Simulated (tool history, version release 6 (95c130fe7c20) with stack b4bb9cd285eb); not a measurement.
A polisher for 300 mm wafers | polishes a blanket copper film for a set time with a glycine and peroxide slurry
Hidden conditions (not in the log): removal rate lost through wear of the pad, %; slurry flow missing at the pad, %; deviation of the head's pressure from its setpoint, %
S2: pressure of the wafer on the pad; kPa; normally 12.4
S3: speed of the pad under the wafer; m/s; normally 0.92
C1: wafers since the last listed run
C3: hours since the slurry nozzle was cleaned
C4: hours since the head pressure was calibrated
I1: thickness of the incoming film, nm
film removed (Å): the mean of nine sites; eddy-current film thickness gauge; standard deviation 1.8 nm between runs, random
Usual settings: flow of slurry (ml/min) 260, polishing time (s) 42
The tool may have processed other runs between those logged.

{"run": 1, "hour": 0.0, "flow of slurry (ml/min)": 260, "S2": 12.4, "S3": 0.92, "polishing time (s)": 30, "C1": 0, "wafers polished on this pad": 18, "C3": 326.1, "C4": 75.8, "I1": 942.9, "film removed (Å)": 1128}
{"run": 2, "hour": 32.9, "flow of slurry (ml/min)": 260, "S2": 12.4, "S3": 0.92, "polishing time (s)": 30, "C1": 352, "wafers polished on this pad": 370, "C3": 359, "C4": 108.7, "I1": 956.2, "film removed (Å)": 1126}
{"run": 3, "hour": 50.2, "flow of slurry (ml/min)": 260, "S2": 12.4, "S3": 0.92, "polishing time (s)": 30, "C1": 185, "wafers polished on this pad": 555, "C3": 376.3, "C4": 126, "I1": 964.9, "film removed (Å)": 1136}
{"run": 4, "hour": 72.6, "flow of slurry (ml/min)": 260, "S2": 12.4, "S3": 0.92, "polishing time (s)": 42, "C1": 239, "wafers polished on this pad": 795, "C3": 398.7, "C4": 148.4, "I1": 954.9, "film removed (Å)": 1610}
{"run": 5, "hour": 86.0, "flow of slurry (ml/min)": 260, "S2": 12.4, "S3": 0.92, "polishing time (s)": 42, "C1": 143, "wafers polished on this pad": 939, "C3": 412.1, "C4": 161.8, "I1": 941.6, "film removed (Å)": 1548}
{"run": 6, "hour": 119.5, "flow of slurry (ml/min)": 260, "S2": 12.4, "S3": 0.92, "polishing time (s)": 42, "C1": 358, "wafers polished on this pad": 1297, "C3": 445.6, "C4": 195.3, "I1": 942.8, "film removed (Å)": 1531}
{"hour": 129.4, "done": "worn pad replaced by a new one"}
{"run": 7, "hour": 155.4, "flow of slurry (ml/min)": 260, "S2": 12.4, "S3": 0.92, "polishing time (s)": 42, "C1": 341, "wafers polished on this pad": 278, "C3": 481.5, "C4": 231.2, "I1": 971.7, "film removed (Å)": 1596}
{"run": 8, "hour": 215.0, "flow of slurry (ml/min)": 260, "S2": 12.4, "S3": 0.92, "polishing time (s)": 42, "C1": 638, "wafers polished on this pad": 916, "C3": 541.1, "C4": 290.8, "I1": 954.7, "film removed (Å)": 1557}
{"run": 9, "hour": 245.1, "flow of slurry (ml/min)": 260, "S2": 12.4, "S3": 0.92, "polishing time (s)": 42, "C1": 322, "wafers polished on this pad": 1238, "C3": 571.2, "C4": 320.9, "I1": 952.4, "film removed (Å)": 1521}
{"run": 10, "hour": 258.0, "flow of slurry (ml/min)": 260, "S2": 12.4, "S3": 0.92, "polishing time (s)": 42, "C1": 138, "wafers polished on this pad": 1376, "C3": 584.1, "C4": 333.8, "I1": 963, "film removed (Å)": 1477}
{"hour": 265.2, "done": "worn pad replaced by a new one"}
{"run": 11, "hour": 274.5, "flow of slurry (ml/min)": 260, "S2": 12.4, "S3": 0.92, "polishing time (s)": 42, "C1": 133, "wafers polished on this pad": 100, "C3": 600.6, "C4": 350.3, "I1": 958.7, "film removed (Å)": 1550}
{"run": 12, "hour": 291.1, "flow of slurry (ml/min)": 195, "S2": 12.4, "S3": 1.12, "polishing time (s)": 42, "C1": 177, "wafers polished on this pad": 277, "C3": 617.2, "C4": 366.9, "I1": 962.1, "film removed (Å)": 1744}
{"run": 13, "hour": 319.5, "flow of slurry (ml/min)": 195, "S2": 12.4, "S3": 1.12, "polishing time (s)": 42, "C1": 304, "wafers polished on this pad": 581, "C3": 645.6, "C4": 395.3, "I1": 959.1, "film removed (Å)": 1695}
{"run": 14, "hour": 340.0, "flow of slurry (ml/min)": 260, "S2": 12.4, "S3": 0.92, "polishing time (s)": 42, "C1": 219, "wafers polished on this pad": 801, "C3": 666.1, "C4": 415.8, "I1": 971.9, "film removed (Å)": 1492}
{"run": 15, "hour": 365.6, "flow of slurry (ml/min)": 195, "S2": 12.4, "S3": 0.92, "polishing time (s)": 55, "C1": 274, "wafers polished on this pad": 1075, "C3": 691.7, "C4": 441.4, "I1": 958.8, "film removed (Å)": 1852}
{"hour": 380.3, "done": "slurry nozzle cleaned"}
{"run": 16, "hour": 392.3, "flow of slurry (ml/min)": 260, "S2": 15.2, "S3": 1.02, "polishing time (s)": 42, "C1": 275, "wafers polished on this pad": 1350, "C3": 12, "C4": 468.1, "I1": 971.5, "film removed (Å)": 1796}
{"hour": 409.1, "done": "worn pad replaced by a new one"}
{"hour": 413.9, "done": "head pressure recalibrated"}
{"run": 17, "hour": 463.4, "flow of slurry (ml/min)": 260, "S2": 12.4, "S3": 0.92, "polishing time (s)": 42, "C1": 696, "wafers polished on this pad": 560, "C3": 83.1, "C4": 49.5, "I1": 971.5, "film removed (Å)": 1542}
{"run": 18, "hour": 479.9, "flow of slurry (ml/min)": 260, "S2": 12.4, "S3": 0.92, "polishing time (s)": 30, "C1": 176, "wafers polished on this pad": 736, "C3": 99.6, "C4": 66, "I1": 960.8, "film removed (Å)": 1106}
{"run": 19, "hour": 492.0, "flow of slurry (ml/min)": 260, "S2": 12.4, "S3": 0.92, "polishing time (s)": 42, "C1": 129, "wafers polished on this pad": 866, "C3": 111.7, "C4": 78.1, "I1": 966.8, "film removed (Å)": 1538}
{"run": 20, "hour": 507.1, "flow of slurry (ml/min)": 300, "S2": 15.2, "S3": 0.78, "polishing time (s)": 42, "C1": 161, "wafers polished on this pad": 1027, "C3": 126.8, "C4": 93.2, "I1": 956.1, "film removed (Å)": 1560}
{"hour": 551.9, "done": "worn pad replaced by a new one"}
{"run": 21, "hour": 552.4, "flow of slurry (ml/min)": 285, "S2": 12.4, "S3": 1.1, "polishing time (s)": 32, "C1": 442, "wafers polished on this pad": 5, "C3": 172.1, "C4": 138.5, "I1": 969.7, "film removed (Å)": 1384}
{"run": 22, "hour": 578.1, "flow of slurry (ml/min)": 260, "S2": 11, "S3": 0.92, "polishing time (s)": 49, "C1": 275, "wafers polished on this pad": 280, "C3": 197.8, "C4": 164.2, "I1": 958.8, "film removed (Å)": 1678}
{"run": 23, "hour": 602.1, "flow of slurry (ml/min)": 260, "S2": 12.4, "S3": 0.92, "polishing time (s)": 33, "C1": 256, "wafers polished on this pad": 537, "C3": 221.8, "C4": 188.2, "I1": 960.8, "film removed (Å)": 1224}
{"run": 24, "hour": 629.9, "flow of slurry (ml/min)": 260, "S2": 12.4, "S3": 0.64, "polishing time (s)": 42, "C1": 297, "wafers polished on this pad": 834, "C3": 249.6, "C4": 216, "I1": 968.4, "film removed (Å)": 1181}
{"run": 25, "hour": 654.3, "flow of slurry (ml/min)": 285, "S2": 12.4, "S3": 1.2, "polishing time (s)": 42, "C1": 261, "wafers polished on this pad": 1096, "C3": 274, "C4": 240.4, "I1": 950.3, "film removed (Å)": 1801}
{"run": 26, "hour": 666.6, "flow of slurry (ml/min)": 310, "S2": 12.4, "S3": 0.8, "polishing time (s)": 53, "C1": 131, "wafers polished on this pad": 1227, "C3": 286.3, "C4": 252.7, "I1": 962.9, "film removed (Å)": 1693}
{"run": 27, "hour": 680.0, "flow of slurry (ml/min)": 260, "S2": 12.4, "S3": 0.64, "polishing time (s)": 49, "C1": 143, "wafers polished on this pad": 1371, "C3": 299.7, "C4": 266.1, "I1": 974.5, "film removed (Å)": 1307}

Describe how what the log doesn't record of the tool's condition differs between the last listed run preceding each entry between runs and the first listed run following it.
Logged between run 6 and run 7: worn pad replaced by a new one (hour 129.4)
  removal rate lost through wear of the pad, %: 4.32 -> 0.447; deviation of the head's pressure from its setpoint, %: -1.37 -> -2
  measured result minus the result with no hidden state, film removed (Å): -84 -> -29
Logged between run 10 and run 11: worn pad replaced by a new one (hour 265.2)
  removal rate lost through wear of the pad, %: 4.71 -> 0.205; deviation of the head's pressure from its setpoint, %: -4.37 -> -4.83
  measured result minus the result with no hidden state, film removed (Å): -120 -> -55
Logged between run 15 and run 16: slurry nozzle cleaned (hour 380.3)
  removal rate lost through wear of the pad, %: 2.89 -> 4.52; deviation of the head's pressure from its setpoint, %: -7.78 -> -8.77
  measured result minus the result with no hidden state, film removed (Å): -159 -> -210
Logged between run 16 and run 17: worn pad replaced by a new one (hour 409.1); head pressure recalibrated (hour 413.9)
  removal rate lost through wear of the pad, %: 4.52 -> 1.5; deviation of the head's pressure from its setpoint, %: -8.77 -> -2.93
  measured result minus the result with no hidden state, film removed (Å): -210 -> -55
Logged between run 20 and run 21: worn pad replaced by a new one (hour 551.9)
  removal rate lost through wear of the pad, %: 3.29 -> 0.288; deviation of the head's pressure from its setpoint, %: -3.19 -> -3.62
  measured result minus the result with no hidden state, film removed (Å): -88 -> -40

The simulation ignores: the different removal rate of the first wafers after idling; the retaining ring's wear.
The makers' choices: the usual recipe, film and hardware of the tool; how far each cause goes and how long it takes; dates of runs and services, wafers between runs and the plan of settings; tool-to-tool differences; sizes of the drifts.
